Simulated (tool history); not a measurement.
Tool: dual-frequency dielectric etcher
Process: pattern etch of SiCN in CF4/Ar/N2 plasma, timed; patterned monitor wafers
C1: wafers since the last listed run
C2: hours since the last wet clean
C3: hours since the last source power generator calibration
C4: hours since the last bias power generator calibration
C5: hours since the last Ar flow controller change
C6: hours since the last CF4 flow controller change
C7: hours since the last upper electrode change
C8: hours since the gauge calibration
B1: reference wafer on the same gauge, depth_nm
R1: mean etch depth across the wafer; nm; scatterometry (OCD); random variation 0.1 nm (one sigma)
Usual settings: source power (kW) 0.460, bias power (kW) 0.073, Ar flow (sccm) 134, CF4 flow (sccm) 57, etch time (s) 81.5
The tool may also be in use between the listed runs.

{"run": 1, "hour": 0.0, "source power (kW)": 0.46, "bias power (kW)": 0.073, "Ar flow (sccm)": 134, "CF4 flow (sccm)": 62, "etch time (s)": 81.5, "C1": 0, "C2": 384.6, "C3": 2720.1, "C4": 3333.0, "C5": 5675.4, "C6": 4781.4, "C7": 4323.1, "C8": 13.6, "B1": 56.5, "R1": 71.2}
{"run": 2, "hour": 48.0, "source power (kW)": 0.46, "bias power (kW)": 0.073, "Ar flow (sccm)": 134, "CF4 flow (sccm)": 57, "etch time (s)": 81.5, "C1": 614, "C2": 432.6, "C3": 2768.1, "C4": 3381.0, "C5": 5723.4, "C6": 4829.4, "C7": 4371.1, "C8": 61.6, "B1": 56.5, "R1": 70.3}
{"run": 3, "hour": 57.1, "source power (kW)": 0.38, "bias power (kW)": 0.073, "Ar flow (sccm)": 134, "CF4 flow (sccm)": 57, "etch time (s)": 81.5, "C1": 116, "C2": 441.7, "C3": 2777.2, "C4": 3390.1, "C5": 5732.5, "C6": 4838.5, "C7": 4380.2, "C8": 70.7, "B1": 56.5, "R1": 57.4}
{"run": 4, "hour": 69.6, "source power (kW)": 0.38, "bias power (kW)": 0.073, "Ar flow (sccm)": 134, "CF4 flow (sccm)": 57, "etch time (s)": 81.5, "C1": 159, "C2": 454.2, "C3": 2789.7, "C4": 3402.6, "C5": 5745.0, "C6": 4851.0, "C7": 4392.7, "C8": 83.2, "B1": 56.5, "R1": 57.4}
{"hour": 90.0, "done": "Ar flow controller replaced"}
{"hour": 96.5, "done": "upper electrode replaced"}
{"hour": 111.4, "done": "wet clean of the chamber"}
{"hour": 114.4, "done": "gauge calibrated"}
{"hour": 117.3, "done": "CF4 flow controller replaced"}
{"run": 5, "hour": 117.8, "source power (kW)": 0.46, "bias power (kW)": 0.073, "Ar flow (sccm)": 134, "CF4 flow (sccm)": 65, "etch time (s)": 81.5, "C1": 190, "C2": 6.4, "C3": 2837.9, "C4": 3450.8, "C5": 27.8, "C6": 0.5, "C7": 21.3, "C8": 3.4, "B1": 56.5, "R1": 71.5}
{"run": 6, "hour": 118.1, "source power (kW)": 0.46, "bias power (kW)": 0.08, "Ar flow (sccm)": 134, "CF4 flow (sccm)": 57, "etch time (s)": 96.5, "C1": 3, "C2": 6.7, "C3": 2838.2, "C4": 3451.1, "C5": 28.1, "C6": 0.8, "C7": 21.6, "C8": 3.7, "B1": 56.5, "R1": 87.2}
{"run": 7, "hour": 118.5, "source power (kW)": 0.49, "bias power (kW)": 0.073, "Ar flow (sccm)": 134, "CF4 flow (sccm)": 57, "etch time (s)": 81.5, "C1": 5, "C2": 7.1, "C3": 2838.6, "C4": 3451.5, "C5": 28.5, "C6": 1.2, "C7": 22.0, "C8": 4.1, "B1": 56.5, "R1": 74.2}
{"run": 8, "hour": 127.1, "source power (kW)": 0.46, "bias power (kW)": 0.059, "Ar flow (sccm)": 121, "CF4 flow (sccm)": 45, "etch time (s)": 88.5, "C1": 110, "C2": 15.7, "C3": 2847.2, "C4": 3460.1, "C5": 37.1, "C6": 9.8, "C7": 30.6, "C8": 12.7, "B1": 56.5, "R1": 63.6}
{"run": 9, "hour": 134.0, "source power (kW)": 0.46, "bias power (kW)": 0.073, "Ar flow (sccm)": 134, "CF4 flow (sccm)": 57, "etch time (s)": 81.5, "C1": 88, "C2": 22.6, "C3": 2854.1, "C4": 3467.0, "C5": 44.0, "C6": 16.7, "C7": 37.5, "C8": 19.6, "B1": 56.5, "R1": 69.6}
{"run": 10, "hour": 145.8, "source power (kW)": 0.46, "bias power (kW)": 0.058, "Ar flow (sccm)": 143, "CF4 flow (sccm)": 68, "etch time (s)": 81.5, "C1": 150, "C2": 34.4, "C3": 2865.9, "C4": 3478.8, "C5": 55.8, "C6": 28.5, "C7": 49.3, "C8": 31.4, "B1": 56.5, "R1": 62.2}
{"run": 11, "hour": 161.0, "source power (kW)": 0.46, "bias power (kW)": 0.073, "Ar flow (sccm)": 134, "CF4 flow (sccm)": 57, "etch time (s)": 81.5, "C1": 194, "C2": 49.6, "C3": 2881.1, "C4": 3494.0, "C5": 71.0, "C6": 43.7, "C7": 64.5, "C8": 46.6, "B1": 56.5, "R1": 69.8}
{"hour": 166.9, "done": "bias power generator calibrated"}
{"run": 12, "hour": 177.5, "source power (kW)": 0.55, "bias power (kW)": 0.062, "Ar flow (sccm)": 134, "CF4 flow (sccm)": 57, "etch time (s)": 81.5, "C1": 159, "C2": 66.1, "C3": 2897.6, "C4": 10.6, "C5": 87.5, "C6": 60.2, "C7": 81.0, "C8": 63.1, "B1": 56.5, "R1": 76.0}
{"hour": 190.2, "done": "source power generator calibrated"}
{"run": 13, "hour": 210.3, "source power (kW)": 0.56, "bias power (kW)": 0.066, "Ar flow (sccm)": 134, "CF4 flow (sccm)": 50, "etch time (s)": 75.0, "C1": 368, "C2": 98.9, "C3": 20.1, "C4": 43.4, "C5": 120.3, "C6": 93.0, "C7": 113.8, "C8": 95.9, "B1": 56.5, "R1": 72.0}
{"run": 14, "hour": 241.6, "source power (kW)": 0.46, "bias power (kW)": 0.073, "Ar flow (sccm)": 134, "CF4 flow (sccm)": 57, "etch time (s)": 67.5, "C1": 400, "C2": 130.2, "C3": 51.4, "C4": 74.7, "C5": 151.6, "C6": 124.3, "C7": 145.1, "C8": 127.2, "B1": 56.5, "R1": 57.7}
{"hour": 252.4, "done": "gauge calibrated"}
{"run": 15, "hour": 258.8, "source power (kW)": 0.38, "bias power (kW)": 0.073, "Ar flow (sccm)": 134, "CF4 flow (sccm)": 57, "etch time (s)": 81.5, "C1": 220, "C2": 147.4, "C3": 68.6, "C4": 91.9, "C5": 168.8, "C6": 141.5, "C7": 162.3, "C8": 6.4, "B1": 56.5, "R1": 56.9}

The same runs without the tool's hidden state, with the same run-to-run variation:
The hidden state here: etch rate over this chamber's usual, %; source power that arrives over what is set, %; bias power that arrives over what is set, %; Ar flow that arrives over what is set, %; CF4 flow that arrives over what is set, %; gauge reads high (%).
run=1 R1=70.4
run=2 R1=69.3
run=3 R1=56.6
run=4 R1=56.6
run=5 R1=71.2
run=6 R1=86.9
run=7 R1=74.0
run=8 R1=63.3
run=9 R1=69.4
run=10 R1=61.9
run=11 R1=69.5
run=12 R1=75.6
run=13 R1=71.5
run=14 R1=57.2
run=15 R1=56.4
